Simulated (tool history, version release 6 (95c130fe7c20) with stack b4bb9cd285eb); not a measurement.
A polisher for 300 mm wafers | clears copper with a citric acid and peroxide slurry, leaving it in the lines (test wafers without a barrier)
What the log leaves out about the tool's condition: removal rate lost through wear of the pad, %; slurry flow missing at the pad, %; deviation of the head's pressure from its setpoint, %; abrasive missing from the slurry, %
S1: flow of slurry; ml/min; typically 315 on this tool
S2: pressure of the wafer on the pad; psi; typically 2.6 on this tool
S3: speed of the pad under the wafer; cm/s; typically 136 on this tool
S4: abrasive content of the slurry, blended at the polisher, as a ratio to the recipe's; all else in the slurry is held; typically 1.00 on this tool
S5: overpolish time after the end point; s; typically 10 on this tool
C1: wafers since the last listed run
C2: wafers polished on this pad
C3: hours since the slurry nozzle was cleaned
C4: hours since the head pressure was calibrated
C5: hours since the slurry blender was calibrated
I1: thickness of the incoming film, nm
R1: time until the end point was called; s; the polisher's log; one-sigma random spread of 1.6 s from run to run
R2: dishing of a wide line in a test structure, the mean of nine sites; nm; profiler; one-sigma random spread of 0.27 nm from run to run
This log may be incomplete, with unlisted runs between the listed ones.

Run 1, hour 0.0: usual settings but S1 265 ml/min; C1 0; C2 216; C3 611.2; C4 476.1; C5 247.9; I1 313.9. Result: R1 113.3 s, R2 20.9 nm.
Run 2, hour 11.0: usual settings; C1 67; C2 284; C3 622.2; C4 487.1; C5 258.9; I1 312.1. Result: R1 111.9 s, R2 21.3 nm.
Run 3, hour 24.2: usual settings; C1 81; C2 366; C3 635.4; C4 500.3; C5 272.1; I1 318.6. Result: R1 112.5 s, R2 21.6 nm.
Run 4, hour 36.9: usual settings; C1 78; C2 444; C3 648.1; C4 513.0; C5 284.8; I1 319.4. Result: R1 113.2 s, R2 21.1 nm.
At hour 38.9: slurry nozzle cleaned.
Run 5, hour 45.9: usual settings but S1 410 ml/min, S3 148 cm/s, S5 5 s; C1 49; C2 494; C3 7.0; C4 522.0; C5 293.8; I1 311.9. Result: R1 100.4 s, R2 12.3 nm.
Run 6, hour 55.2: usual settings but S1 395 ml/min, S4 0.85, S5 7 s; C1 57; C2 551; C3 16.3; C4 531.3; C5 303.1; I1 314.0. Result: R1 113.3 s, R2 15.2 nm.
Run 7, hour 68.3: usual settings; C1 80; C2 632; C3 29.4; C4 544.4; C5 316.2; I1 310.7. Result: R1 110.9 s, R2 21.9 nm.
Run 8, hour 76.9: usual settings; C1 53; C2 685; C3 38.0; C4 553.0; C5 324.8; I1 314.8. Result: R1 110.1 s, R2 22.1 nm.
Run 9, hour 92.1: usual settings but S4 0.90; C1 93; C2 779; C3 53.2; C4 568.2; C5 340.0; I1 308.6. Result: R1 108.4 s, R2 21.7 nm.
Run 10, hour 99.4: usual settings but S3 170 cm/s, S4 1.30, S5 7 s; C1 45; C2 824; C3 60.5; C4 575.5; C5 347.3; I1 313.9. Result: R1 85.9 s, R2 20.2 nm.
At hour 123.6: worn pad replaced by a new one.
Run 11, hour 124.1: usual settings; C1 127; C2 2; C3 85.2; C4 600.2; C5 372.0; I1 316.4. Result: R1 108.3 s, R2 22.2 nm.
At hour 128.4: head pressure recalibrated.
Run 12, hour 136.6: usual settings; C1 64; C2 67; C3 97.7; C4 8.2; C5 384.5; I1 314.2. Result: R1 127.7 s, R2 19.4 nm.
Run 13, hour 144.1: usual settings but S1 255 ml/min, S2 3.3 psi, S3 114 cm/s, S4 1.25; C1 46; C2 113; C3 105.2; C4 15.7; C5 392.0; I1 314.2. Result: R1 109.3 s, R2 22.8 nm.
Run 14, hour 161.5: usual settings; C1 107; C2 221; C3 122.6; C4 33.1; C5 409.4; I1 314.7. Result: R1 126.1 s, R2 19.9 nm.
Run 15, hour 167.9: usual settings but S1 360 ml/min, S4 0.70, S5 12 s; C1 39; C2 260; C3 129.0; C4 39.5; C5 415.8; I1 316.1. Result: R1 135.6 s, R2 20.6 nm.
Run 16, hour 182.9: usual settings but S2 3.0 psi, S3 158 cm/s; C1 92; C2 353; C3 144.0; C4 54.5; C5 430.8; I1 316.6. Result: R1 98.0 s, R2 24.6 nm.
Run 17, hour 216.1: usual settings but S1 285 ml/min, S3 156 cm/s, S4 0.90, S5 15 s; C1 205; C2 558; C3 177.2; C4 87.7; C5 464.0; I1 316.4. Result: R1 116.6 s, R2 29.7 nm.
Run 18, hour 222.1: usual settings; C1 37; C2 595; C3 183.2; C4 93.7; C5 470.0; I1 315.2. Result: R1 124.0 s, R2 18.9 nm.
At hour 227.6: slurry blender recalibrated.
Run 19, hour 229.2: usual settings; C1 31; C2 627; C3 190.3; C4 100.8; C5 1.6; I1 316.3. Result: R1 126.3 s, R2 19.3 nm.
Run 20, hour 243.7: usual settings but S1 260 ml/min, S2 2.1 psi, S3 102 cm/s, S4 0.75; C1 89; C2 716; C3 204.8; C4 115.3; C5 16.1; I1 312.9. Result: R1 210.6 s, R2 12.3 nm.
Run 21, hour 254.7: usual settings; C1 67; C2 784; C3 215.8; C4 126.3; C5 27.1; I1 314.5. Result: R1 124.1 s, R2 20.2 nm.
Run 22, hour 271.4: usual settings but S1 360 ml/min, S3 166 cm/s, S4 0.80; C1 103; C2 887; C3 232.5; C4 143.0; C5 43.8; I1 318.3. Result: R1 113.6 s, R2 21.5 nm.
At hour 280.3: worn pad replaced by a new one.
Run 23, hour 284.9: usual settings but S1 425 ml/min, S2 3.3 psi; C1 58; C2 28; C3 246.0; C4 156.5; C5 57.3; I1 316.7. Result: R1 95.0 s, R2 24.8 nm.
Run 24, hour 299.9: usual settings but S2 2.1 psi, S3 172 cm/s, S4 0.85, S5 8 s; C1 92; C2 121; C3 261.0; C4 171.5; C5 72.3; I1 309.3. Result: R1 131.2 s, R2 14.7 nm.
Run 25, hour 315.6: usual settings but S1 255 ml/min, S2 3.1 psi, S4 0.90; C1 96; C2 218; C3 276.7; C4 187.2; C5 88.0; I1 319.4. Result: R1 112.0 s, R2 22.7 nm.
Run 26, hour 329.1: usual settings; C1 83; C2 301; C3 290.2; C4 200.7; C5 101.5; I1 314.0. Result: R1 120.7 s, R2 19.8 nm.
Run 27, hour 342.8: usual settings but S2 3.1 psi, S5 8 s; C1 84; C2 386; C3 303.9; C4 214.4; C5 115.2; I1 314.0. Result: R1 102.1 s, R2 18.9 nm.
Run 28, hour 352.3: usual settings but S5 14 s; C1 58; C2 444; C3 313.4; C4 223.9; C5 124.7; I1 316.4. Result: R1 122.4 s, R2 26.1 nm.

Branching from run 28: 5 alternative next runs. What would each branch give?
Run A, hour 352.8: usual settings but S4 1.30; C1 3; C2 447; C3 313.9; C4 224.4; C5 125.2; I1 316.0. Result: R1 ?, R2 ?.
Run B, hour 352.8: usual settings but S1 380 ml/min, S3 98 cm/s; C1 3; C2 447; C3 313.9; C4 224.4; C5 125.2; I1 316.0. Result: R1 ?, R2 ?.
Run C, hour 352.8: usual settings but S1 375 ml/min, S3 172 cm/s, S5 4 s; C1 3; C2 447; C3 313.9; C4 224.4; C5 125.2; I1 316.0. Result: R1 ?, R2 ?.
Run D, hour 352.8: usual settings but S3 108 cm/s, S4 0.85; C1 3; C2 447; C3 313.9; C4 224.4; C5 125.2; I1 316.0. Result: R1 ?, R2 ?.
Run E, hour 352.8: usual settings but S2 2.0 psi; C1 3; C2 447; C3 313.9; C4 224.4; C5 125.2; I1 316.0. Result: R1 ?, R2 ?.

run     R1    R2
  A  113.2  21.1
  B  150.4  16.2
  C  100.7   9.9
  D  150.2  16.3
  E  157.4  15.5
The same runs, with their run-to-run variation unchanged, on a tool lacking any hidden condition would have given:
run     R1    R2
  A  114.0  21.0
  B  151.5  16.1
  C  101.4   9.9
  D  151.3  16.1
  E  158.6  15.4
